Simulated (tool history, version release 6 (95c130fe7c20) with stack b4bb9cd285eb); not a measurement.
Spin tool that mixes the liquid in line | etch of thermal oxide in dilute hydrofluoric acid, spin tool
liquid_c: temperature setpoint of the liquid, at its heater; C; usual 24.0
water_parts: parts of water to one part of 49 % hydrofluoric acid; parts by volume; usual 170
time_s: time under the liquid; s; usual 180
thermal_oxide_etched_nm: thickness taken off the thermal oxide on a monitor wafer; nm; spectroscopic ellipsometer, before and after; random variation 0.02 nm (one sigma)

run   hour  liquid_c  water_parts  time_s  read-back film thickness of the thermal oxide reference wafer, read on the same gauge (nm)  thermal_oxide_etched_nm
  1    0.0      24.0          170     225                                                                                      99.996                    4.945
  2   16.9      24.0          220     215                                                                                     100.020                    3.522
  3   25.1      24.0          170     180                                                                                     100.003                    3.968
  4   37.2      24.0          170     180                                                                                      99.997                    3.990
  5   45.2      24.0          170     180                                                                                      99.985                    3.983
  6   52.7      24.0          170     180                                                                                     100.021                    4.024
  7   62.2      26.0          170     180                                                                                     100.010                    4.295
  8   68.4      24.0          170     180                                                                                     100.005                    3.952
      74.7  -- gauge calibrated
      81.6  -- thermometer replaced
  9   89.4      24.0          170     180                                                                                     100.009                    4.385
 10   98.1      24.0          170     180                                                                                     100.012                    4.395
 11  108.6      24.0          170     180                                                                                      99.998                    4.371
 12  116.3      24.0          170     180                                                                                     100.012                    4.359
 13  130.9      24.0          170     105                                                                                      99.997                    2.553
 14  144.7      20.5          170     180                                                                                     100.010                    3.874
 15  154.1      24.0          170     130                                                                                      99.985                    3.181
 16  170.4      24.0          170     180                                                                                      99.997                    4.423
 17  188.0      27.5          170     180                                                                                     100.007                    5.039
 18  198.5      24.0          170     180                                                                                      99.984                    4.446
 19  207.5      24.0          170     180                                                                                     100.021                    4.404
 20  222.5      24.0          170     180                                                                                      99.992                    4.442
     226.3  -- hydrofluoric acid flow meter replaced
 21  232.3      21.0          200     280                                                                                     100.010                    4.823
 22  242.5      26.0          230     130                                                                                     100.007                    2.282
 23  253.0      26.5          245     255                                                                                      99.975                    4.203
 24  262.2      21.5          115     230                                                                                     100.019                    7.621
 25  271.1      24.0          170     180                                                                                      99.979                    4.212
 26  282.8      21.0          170     180                                                                                     100.013                    3.738
 27  293.6      26.5          170     180                                                                                      99.974                    4.617
 28  304.1      24.0          240     130                                                                                     100.002                    2.002
 29  316.3      21.0          235      95                                                                                     100.014                    1.338
 30  331.1      24.0          240     130                                                                                     100.011                    2.002
 31  342.6      19.0          135     125                                                                                     100.006                    3.136
 32  359.4      24.0          130     180                                                                                      99.984                    5.812
 33  370.6      24.0          170      80                                                                                     100.009                    1.866
 34  378.0      22.5          170     180                                                                                     100.012                    3.997
 35  384.4      24.0          130     235                                                                                      99.987                    7.547

Forecast each of these 3 alternatives for the next run:
  A  384.9      24.0          170     265                                                                                           ?                        ?
  B  384.9      27.5          225     245                                                                                           ?                        ?
  C  384.9      26.0          240      95                                                                                           ?                        ?

run  read-back film thickness of the thermal oxide reference wafer, read on the same gauge (nm)  thermal_oxide_etched_nm
  A                                                                                      99.999                    6.250
  B                                                                                      99.999                    4.674
  C                                                                                      99.999                    1.585
Without the tool's hidden state the same runs would have given:
run  thermal_oxide_etched_nm
  A                    6.333
  B                    4.723
  C                    1.602
